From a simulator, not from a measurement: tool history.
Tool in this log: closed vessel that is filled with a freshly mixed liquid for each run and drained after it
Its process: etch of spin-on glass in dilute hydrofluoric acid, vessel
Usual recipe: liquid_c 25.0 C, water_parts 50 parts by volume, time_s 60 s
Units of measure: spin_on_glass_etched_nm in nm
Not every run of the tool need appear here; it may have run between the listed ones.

run	hour	liquid_c	water_parts	time_s	read-back film thickness of the spin-on glass reference wafer, read on the same gauge (nm)	spin_on_glass_etched_nm
1	0.0	25.0	50	75	110.00	66.64
2	17.0	25.0	50	75	110.01	67.06
3	39.5	23.5	60	60	110.00	41.80
4	71.4	25.0	50	90	110.01	81.22
5	84.5	25.0	50	90	109.99	81.75
6	115.5	25.0	50	90	110.00	80.95
7	135.2	25.0	50	60	110.01	53.31
8	168.6	25.0	50	60	110.00	54.43
9	200.2	25.0	50	60	109.99	54.02
10	219.1	25.0	50	60	110.01	54.10
11	242.4	25.0	50	60	110.01	54.18
12	318.2	25.0	50	60	110.02	54.28
13	343.6	25.0	50	60	110.02	53.22
# hour 370.5: gauge calibrated
14	378.2	25.0	50	60	109.96	53.90
15	407.0	22.0	65	50	109.99	29.68
# hour 419.2: hydrofluoric acid flow meter replaced
16	440.9	21.0	35	60	110.00	66.82
17	471.4	25.0	75	60	109.98	35.03
18	496.6	25.0	50	60	110.02	54.32
19	525.7	28.0	50	60	110.00	61.12
20	553.1	23.0	70	45	110.01	25.76
# hour 580.9: thermometer replaced
21	584.3	25.0	50	60	110.03	53.88
22	603.6	25.0	50	60	110.00	53.20
23	636.9	25.0	50	60	109.97	54.01
24	653.9	28.0	65	60	109.96	45.75
25	666.5	22.0	30	90	110.03	120.59
26	700.8	25.0	50	60	109.98	54.43
27	720.8	25.0	50	60	110.03	53.28
28	745.7	28.5	65	80	109.98	62.77
29	773.8	25.0	65	60	110.02	40.84
30	798.8	25.0	60	60	109.99	44.38
31	828.1	25.0	50	60	109.99	54.03
32	848.7	28.5	50	85	109.99	87.05
33	881.7	25.0	50	45	109.97	40.18

Give the tool's hidden conditions for every run:
liquid hotter than its thermometer reads (K): 0 at every run
hydrofluoric acid flow above the setpoint (%): 0 at every run
gauge reads high (%): 0 at every run
